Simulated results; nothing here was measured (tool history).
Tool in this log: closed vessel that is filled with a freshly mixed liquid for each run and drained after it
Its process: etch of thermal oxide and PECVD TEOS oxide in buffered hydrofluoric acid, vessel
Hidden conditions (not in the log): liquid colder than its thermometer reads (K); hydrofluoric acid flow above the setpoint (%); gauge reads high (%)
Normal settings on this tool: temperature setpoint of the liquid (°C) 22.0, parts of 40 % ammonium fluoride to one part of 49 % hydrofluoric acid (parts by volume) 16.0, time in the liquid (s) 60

run     day  temperature setpoint of the liquid (°C)  parts of 40 % ammonium fluoride to one part of 49 % hydrofluoric acid (parts by volume)  time in the liquid (s)  wafers since the last listed run  hours since the thermometer was replaced  hours since the hydrofluoric acid flow meter was replaced  hours since the gauge calibration  read-back film thickness of the thermal oxide reference wafer, read on the same gauge (nm)  read-back film thickness of the PECVD TEOS oxide reference wafer, read on the same gauge (nm)  thickness taken off the thermal oxide on a monitor wafer (angstrom)  thickness taken off the PECVD TEOS oxide on a monitor wafer (angstrom)
  1   0.000                                     22.0                                                                                     19.5                      60                                 0                                     286.7                                                     1770.2                             1673.8                                                                                       90.70                                                                                         151.18                                                                325.6                                                                   547.7
  2   2.708                                     22.0                                                                                     16.0                      60                              9546                                     351.7                                                     1835.2                             1738.8                                                                                       90.80                                                                                         151.34                                                                397.6                                                                   663.7
  3   4.250                                     18.0                                                                                     16.0                      60                              5433                                     388.7                                                     1872.2                             1775.8                                                                                       90.87                                                                                         151.43                                                                317.4                                                                   534.1
  4   5.454                                     22.0                                                                                     16.0                      60                              4244                                     417.6                                                     1901.1                             1804.7                                                                                       90.89                                                                                         151.49                                                                398.6                                                                   669.5
  5   8.433                                     22.0                                                                                     16.0                      60                             10500                                     489.1                                                     1972.6                             1876.2                                                                                       91.01                                                                                         151.66                                                                397.8                                                                   677.7
  6  12.500                                     26.0                                                                                     16.0                      60                             14333                                     586.7                                                     2070.2                             1973.8                                                                                       91.14                                                                                         151.93                                                                498.1                                                                   834.1
  7  14.725                                     19.5                                                                                     17.5                      60                              7842                                     640.1                                                     2123.6                             2027.2                                                                                       91.25                                                                                         152.08                                                                318.8                                                                   534.4
  8  17.275                                     27.0                                                                                     11.5                      75                              8988                                     701.3                                                     2184.8                             2088.4                                                                                       91.37                                                                                         152.25                                                                914.9                                                                  1534.2
  9  19.483                                     27.0                                                                                     10.5                      75                              7783                                     754.3                                                     2237.8                             2141.4                                                                                       91.43                                                                                         152.40                                                                991.3                                                                  1670.7
 10  21.121                                     22.0                                                                                     14.0                      45                              5771                                     793.6                                                     2277.1                             2180.7                                                                                       91.51                                                                                         152.51                                                                343.7                                                                   571.8
 11  22.638                                     22.0                                                                                     16.0                      60                              5345                                     830.0                                                     2313.5                             2217.1                                                                                       91.59                                                                                         152.64                                                                401.6                                                                   675.5
 12  23.812                                     22.0                                                                                     16.0                      60                              4141                                     858.2                                                     2341.7                             2245.3                                                                                       91.63                                                                                         152.70                                                                400.9                                                                   675.1
 13  26.442                                     22.0                                                                                     16.0                      80                              9267                                     921.3                                                     2404.8                             2308.4                                                                                       91.77                                                                                         152.89                                                                535.9                                                                   896.2
 14  29.033                                     18.0                                                                                     18.0                      60                              9134                                     983.5                                                     2467.0                             2370.6                                                                                       91.82                                                                                         153.11                                                                285.8                                                                   480.1
     29.062  -- gauge calibrated
 15  31.462                                     26.5                                                                                     18.5                      60                              8562                                    1041.8                                                     2525.3                               57.6                                                                                       89.56                                                                                         149.22                                                                437.3                                                                   727.9
     36.079  -- hydrofluoric acid flow meter replaced
 16  38.958                                     19.0                                                                                     16.0                      60                             26274                                    1221.7                                                       69.1                              237.5                                                                                       89.58                                                                                         149.26                                                                334.3                                                                   554.1
 17  42.446                                     23.5                                                                                     16.0                      60                             12292                                    1305.4                                                      152.8                              321.2                                                                                       89.61                                                                                         149.30                                                                428.4                                                                   711.6
 18  45.192                                     22.0                                                                                     16.0                      60                              9678                                    1371.3                                                      218.7                              387.1                                                                                       89.57                                                                                         149.31                                                                392.4                                                                   655.4
 19  47.992                                     27.0                                                                                     10.5                      75                              9869                                    1438.5                                                      285.9                              454.3                                                                                       89.60                                                                                         149.36                                                                974.5                                                                  1635.6
 20  49.771                                     22.0                                                                                     14.0                      35                              6271                                    1481.2                                                      328.6                              497.0                                                                                       89.64                                                                                         149.39                                                                261.6                                                                   440.4
 21  52.550                                     19.0                                                                                     16.0                      70                              9795                                    1547.9                                                      395.3                              563.7                                                                                       89.66                                                                                         149.44                                                                386.4                                                                   655.2
 22  55.212                                     22.0                                                                                     16.0                      60                              9384                                    1611.8                                                      459.2                              627.6                                                                                       89.69                                                                                         149.50                                                                390.9                                                                   659.0
 23  56.754                                     23.5                                                                                     16.0                      30                              5433                                    1648.8                                                      496.2                              664.6                                                                                       89.72                                                                                         149.53                                                                212.8                                                                   361.3
 24  58.325                                     26.0                                                                                     19.0                      60                              5536                                    1686.5                                                      533.9                              702.3                                                                                       89.71                                                                                         149.54                                                                412.6                                                                   692.5
 25  60.375                                     22.0                                                                                     16.0                      60                              7225                                    1735.7                                                      583.1                              751.5                                                                                       89.74                                                                                         149.60                                                                392.4                                                                   660.9

Alternative continuations, all from the tool just after run 25; predict every row:
  A  60.404                                     24.5                                                                                     16.0                      60                               102                                    1736.4                                                      583.8                              752.2                                                                                           ?                                                                                              ?                                                                    ?                                                                       ?
  B  60.404                                     25.0                                                                                     19.5                      90                               102                                    1736.4                                                      583.8                              752.2                                                                                           ?                                                                                              ?                                                                    ?                                                                       ?
  C  60.404                                     22.0                                                                                     22.0                      60                               102                                    1736.4                                                      583.8                              752.2                                                                                           ?                                                                                              ?                                                                    ?                                                                       ?
  D  60.404                                     25.5                                                                                     16.0                      40                               102                                    1736.4                                                      583.8                              752.2                                                                                           ?                                                                                              ?                                                                    ?                                                                       ?
  E  60.404                                     26.5                                                                                     16.0                      40                               102                                    1736.4                                                      583.8                              752.2                                                                                           ?                                                                                              ?                                                                    ?                                                                       ?

run  read-back film thickness of the thermal oxide reference wafer, read on the same gauge (nm)  read-back film thickness of the PECVD TEOS oxide reference wafer, read on the same gauge (nm)  thickness taken off the thermal oxide on a monitor wafer (angstrom)  thickness taken off the PECVD TEOS oxide on a monitor wafer (angstrom)
  A                                                                                       89.78                                                                                         149.60                                                                452.6                                                                   751.2
  B                                                                                       89.78                                                                                         149.60                                                                574.2                                                                   952.9
  C                                                                                       89.78                                                                                         149.60                                                                296.5                                                                   492.1
  D                                                                                       89.78                                                                                         149.60                                                                318.6                                                                   528.8
  E                                                                                       89.78                                                                                         149.60                                                                336.2                                                                   558.1
Take away the tool's hidden state, keep each run's random variation, and the runs would have read:
run  thickness taken off the thermal oxide on a monitor wafer (angstrom)  thickness taken off the PECVD TEOS oxide on a monitor wafer (angstrom)
  A                                                                453.8                                                                   753.2
  B                                                                575.7                                                                   955.4
  C                                                                297.3                                                                   493.4
  D                                                                319.4                                                                   530.1
  E                                                                337.1                                                                   559.5
